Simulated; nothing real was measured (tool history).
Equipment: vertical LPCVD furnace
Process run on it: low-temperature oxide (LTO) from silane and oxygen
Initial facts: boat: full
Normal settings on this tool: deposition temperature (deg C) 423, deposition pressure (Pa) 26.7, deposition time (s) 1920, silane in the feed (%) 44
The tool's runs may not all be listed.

run,hour,deposition temperature (deg C),deposition pressure (Pa),deposition time (s),silane in the feed (%),"read-back reference wafer on the same gauge, thickness",film thickness on the monitor wafer in the middle of the boat (Å)
1,0.0,429,26.7,1920,44,365.26,4008.2
2,46.9,429,26.7,1920,44,365.55,3985.7
3,110.7,423,26.7,1920,44,365.86,3739.5
# hour 182.3: thermocouples replaced and temperature profile calibrated
4,182.8,423,26.7,1920,44,365.69,3800.8
5,233.5,423,26.7,1920,50,366.17,4205.8
6,267.5,423,26.7,1920,50,366.39,4221.6
7,334.4,423,26.7,1920,44,366.31,3777.2
8,366.5,423,26.7,1920,44,366.42,3781.1
9,434.7,423,26.7,1920,44,366.81,3765.7
10,492.8,423,26.7,1920,44,366.59,3774.8
11,555.0,423,26.7,1920,44,366.37,3789.1
12,579.3,423,22.0,1920,44,366.09,3128.4
13,616.9,423,23.3,2430,37,366.69,3506.0
14,648.9,415,22.0,1200,49,367.03,1991.3
15,701.1,423,31.3,1920,44,366.52,4456.2
16,753.5,423,31.3,2580,44,366.26,6001.1
# hour 811.7: pressure gauge zeroed
17,812.2,423,26.7,2220,44,366.73,4395.3
18,824.6,423,26.7,1920,44,366.78,3787.0
19,867.5,423,26.7,1920,39,366.62,3362.6
20,903.5,423,26.7,1920,50,366.45,4225.3
21,971.1,433,26.7,1920,44,366.92,4173.7
# hour 996.7: silane flow controller replaced
22,1006.1,414,24.7,2130,41,366.87,3299.0
# hour 1084.9: gauge calibrated
23,1171.7,412,26.7,1410,44,359.58,2445.4
24,1199.0,423,30.7,2130,44,359.89,4739.6
25,1242.0,423,26.7,1920,49,360.12,4057.7
26,1365.4,423,26.7,1920,44,360.89,3738.9
27,1401.6,423,26.7,1920,44,361.15,3746.5
28,1612.7,414,29.3,1380,50,362.26,3030.4
29,1675.2,423,26.7,1170,48,363.05,2481.2
30,1715.1,415,26.7,1920,50,363.60,3905.5
31,1768.9,432,26.7,1920,44,363.68,4095.6
32,1834.2,423,29.3,1440,41,363.86,2868.6

Predict each of these 3 candidate next runs independently; none follows another, all start after run 32:
A,1837.8,423,26.7,1920,44,?,?
B,1837.8,423,26.7,2400,35,?,?
C,1837.8,423,33.3,1920,44,?,?

run,"read-back reference wafer on the same gauge, thickness",film thickness on the monitor wafer in the middle of the boat (Å)
A,364.07,3770.2
B,364.07,3636.7
C,364.07,4712.8
Stripped of hidden state, with their random variation kept, the same runs would have yielded:
run,film thickness on the monitor wafer in the middle of the boat (Å)
A,3708.6
B,3577.3
C,4635.7

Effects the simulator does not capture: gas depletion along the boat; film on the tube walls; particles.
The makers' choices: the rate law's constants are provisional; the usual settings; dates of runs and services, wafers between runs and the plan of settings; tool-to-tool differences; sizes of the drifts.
